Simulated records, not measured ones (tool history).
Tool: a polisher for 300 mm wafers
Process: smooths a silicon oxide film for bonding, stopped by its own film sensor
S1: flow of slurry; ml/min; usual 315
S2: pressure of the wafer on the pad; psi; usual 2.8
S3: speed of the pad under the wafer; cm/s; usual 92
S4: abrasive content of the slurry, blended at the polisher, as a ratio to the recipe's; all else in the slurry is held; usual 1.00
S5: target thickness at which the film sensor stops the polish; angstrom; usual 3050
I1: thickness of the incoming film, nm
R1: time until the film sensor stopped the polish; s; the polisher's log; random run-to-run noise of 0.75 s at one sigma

{"run": 1, "hour": 0.0, "S1": 315, "S2": 2.8, "S3": 92, "S4": 1.0, "S5": 3140, "I1": 370.3, "R1": 63.5}
{"run": 2, "hour": 6.4, "S1": 315, "S2": 2.8, "S3": 92, "S4": 1.0, "S5": 3140, "I1": 373.7, "R1": 66.3}
{"run": 3, "hour": 19.8, "S1": 315, "S2": 2.8, "S3": 92, "S4": 1.0, "S5": 3050, "I1": 373.5, "R1": 77.9}
{"run": 4, "hour": 29.4, "S1": 315, "S2": 2.8, "S3": 92, "S4": 1.0, "S5": 3050, "I1": 366.6, "R1": 70.4}
{"run": 5, "hour": 44.4, "S1": 315, "S2": 2.8, "S3": 92, "S4": 1.0, "S5": 3050, "I1": 365.4, "R1": 68.2}
{"hour": 62.0, "done": "slurry blender recalibrated"}
{"hour": 64.5, "done": "worn pad replaced by a new one"}
{"run": 6, "hour": 65.0, "S1": 315, "S2": 2.8, "S3": 92, "S4": 1.0, "S5": 3050, "I1": 367.0, "R1": 64.5}
{"run": 7, "hour": 72.1, "S1": 315, "S2": 2.2, "S3": 92, "S4": 1.0, "S5": 3050, "I1": 372.9, "R1": 85.9}
{"run": 8, "hour": 85.8, "S1": 315, "S2": 2.8, "S3": 92, "S4": 1.25, "S5": 2870, "I1": 374.7, "R1": 84.1}
{"hour": 92.5, "done": "slurry nozzle cleaned"}
{"run": 9, "hour": 96.9, "S1": 315, "S2": 2.5, "S3": 78, "S4": 1.0, "S5": 2880, "I1": 370.5, "R1": 110.3}
{"run": 10, "hour": 105.6, "S1": 315, "S2": 3.4, "S3": 106, "S4": 1.0, "S5": 2950, "I1": 363.8, "R1": 53.9}
{"hour": 112.0, "done": "head pressure recalibrated"}
{"run": 11, "hour": 118.8, "S1": 315, "S2": 3.7, "S3": 68, "S4": 0.9, "S5": 3250, "I1": 369.1, "R1": 49.2}
{"run": 12, "hour": 131.9, "S1": 315, "S2": 3.4, "S3": 106, "S4": 1.0, "S5": 2950, "I1": 375.4, "R1": 64.6}
{"run": 13, "hour": 142.4, "S1": 315, "S2": 2.8, "S3": 92, "S4": 1.0, "S5": 3050, "I1": 368.2, "R1": 68.7}
{"hour": 154.2, "done": "worn pad replaced by a new one"}
{"run": 14, "hour": 159.2, "S1": 315, "S2": 2.8, "S3": 92, "S4": 0.75, "S5": 2950, "I1": 369.0, "R1": 92.4}

For each run, what was the tool's unlogged condition?
removal rate lost through wear of the pad, %: 0 in every run
slurry flow missing at the pad, %: 0 in every run
deviation of the head's pressure from its setpoint, %: 0 in every run
H1: abrasive missing from the slurry, %
run=1 H1=18.3
run=2 H1=18.4
run=3 H1=18.7
run=4 H1=18.8
run=5 H1=19
run=6 H1=2.82
run=7 H1=4.29
run=8 H1=6.81
run=9 H1=8.59
run=10 H1=9.84
run=11 H1=11.5
run=12 H1=13
run=13 H1=14
run=14 H1=15.4
